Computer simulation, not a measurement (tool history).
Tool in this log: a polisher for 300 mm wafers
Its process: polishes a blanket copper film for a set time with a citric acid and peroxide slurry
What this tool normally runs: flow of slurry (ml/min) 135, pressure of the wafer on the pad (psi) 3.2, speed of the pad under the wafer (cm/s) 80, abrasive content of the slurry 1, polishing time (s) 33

| run | hour | flow of slurry (ml/min) | pressure of the wafer on the pad (psi) | speed of the pad under the wafer (cm/s) | abrasive content of the slurry | polishing time (s) | wafers since the last listed run | wafers polished on this pad | hours since the slurry nozzle was cleaned | hours since the head pressure was calibrated | hours since the slurry blender was calibrated | incoming thickness of the incoming film, nm | film removed (nm) |
|---|---|---|---|---|---|---|---|---|---|---|---|---|---|
| 1 | 0 | 160 | 3.2 | 80 | 1 | 33 | 0 | 255 | 279.2 | 1227.9 | 29.8 | 1144.5 | 59.1 |
| 2 | 28.1 | 160 | 3.2 | 80 | 1 | 33 | 255 | 510 | 307.3 | 1256 | 57.9 | 1143.4 | 58 |
| 3 | 60.5 | 160 | 3.2 | 80 | 1 | 33 | 294 | 805 | 339.7 | 1288.4 | 90.3 | 1155.5 | 59.3 |
|  | 73.4 | worn pad replaced by a new one |
| 4 | 76.6 | 135 | 3.2 | 80 | 1 | 33 | 110 | 29 | 355.8 | 1304.5 | 106.4 | 1163.2 | 56.9 |
| 5 | 108.5 | 135 | 3.2 | 80 | 1 | 33 | 290 | 319 | 387.7 | 1336.4 | 138.3 | 1161.2 | 57.2 |
| 6 | 132.6 | 135 | 3.2 | 80 | 1 | 33 | 219 | 538 | 411.8 | 1360.5 | 162.4 | 1162 | 58.3 |
|  | 157.4 | slurry nozzle cleaned |
|  | 165.3 | worn pad replaced by a new one |
| 7 | 165.8 | 135 | 3.2 | 80 | 1.2 | 33 | 256 | 4 | 8.4 | 1393.7 | 195.6 | 1167 | 60.8 |
| 8 | 190.3 | 135 | 3.2 | 80 | 1 | 33 | 222 | 227 | 32.9 | 1418.2 | 220.1 | 1140.5 | 58 |
| 9 | 220.3 | 135 | 3.2 | 80 | 1 | 33 | 272 | 500 | 62.9 | 1448.2 | 250.1 | 1136.5 | 56.9 |
|  | 241.8 | head pressure recalibrated |
| 10 | 243.4 | 160 | 3.2 | 80 | 1 | 33 | 191 | 691 | 86 | 1.6 | 273.2 | 1149.5 | 59.7 |
|  | 260.5 | worn pad replaced by a new one |
|  | 301 | slurry blender recalibrated |
| 11 | 325.5 | 135 | 3.2 | 66 | 1 | 41 | 691 | 572 | 168.1 | 83.7 | 24.5 | 1160.1 | 58.8 |
| 12 | 344.2 | 135 | 4.2 | 80 | 1 | 33 | 170 | 742 | 186.8 | 102.4 | 43.2 | 1153.2 | 72.6 |
|  | 376.5 | worn pad replaced by a new one |
| 13 | 377 | 135 | 3.6 | 66 | 1 | 33 | 261 | 4 | 219.6 | 135.2 | 76 | 1150 | 52.9 |
| 14 | 401 | 100 | 2.1 | 80 | 0.85 | 43 | 218 | 222 | 243.6 | 159.2 | 100 | 1141.8 | 45.5 |
| 15 | 415.5 | 135 | 3.2 | 80 | 1 | 33 | 131 | 354 | 258.1 | 173.7 | 114.5 | 1153.3 | 56.9 |
| 16 | 450.7 | 165 | 3.2 | 70 | 1.3 | 40 | 320 | 674 | 293.3 | 208.9 | 149.7 | 1153.2 | 69.3 |
| 17 | 464.6 | 155 | 3.2 | 80 | 1 | 33 | 126 | 800 | 307.2 | 222.8 | 163.6 | 1143.7 | 59 |
|  | 487.9 | worn pad replaced by a new one |
| 18 | 488.4 | 135 | 3.2 | 80 | 1 | 33 | 180 | 4 | 331 | 246.6 | 187.4 | 1150.3 | 57.3 |

Each row is a separate what-if for the run after 18, all from the same tool condition, not one after another. Results?
| A | 488.8 | 135 | 4.3 | 80 | 1 | 33 | 3 | 7 | 331.4 | 247 | 187.8 | 1143.9 | ? |
| B | 488.8 | 135 | 3.2 | 80 | 1 | 30 | 3 | 7 | 331.4 | 247 | 187.8 | 1143.9 | ? |
| C | 488.8 | 180 | 3.2 | 66 | 0.85 | 33 | 3 | 7 | 331.4 | 247 | 187.8 | 1143.9 | ? |
| D | 488.8 | 150 | 3.2 | 52 | 1.3 | 33 | 3 | 7 | 331.4 | 247 | 187.8 | 1143.9 | ? |
| E | 488.8 | 165 | 3.2 | 96 | 1 | 33 | 3 | 7 | 331.4 | 247 | 187.8 | 1143.9 | ? |

| run | film removed (nm) |
|---|---|
| A | 75.5 |
| B | 52.4 |
| C | 47.7 |
| D | 42.2 |
| E | 71.5 |
Without the tool's unlogged condition, the same runs would have read:
| run | film removed (nm) |
|---|---|
| A | 75.5 |
| B | 52.4 |
| C | 47.7 |
| D | 42.2 |
| E | 71.5 |
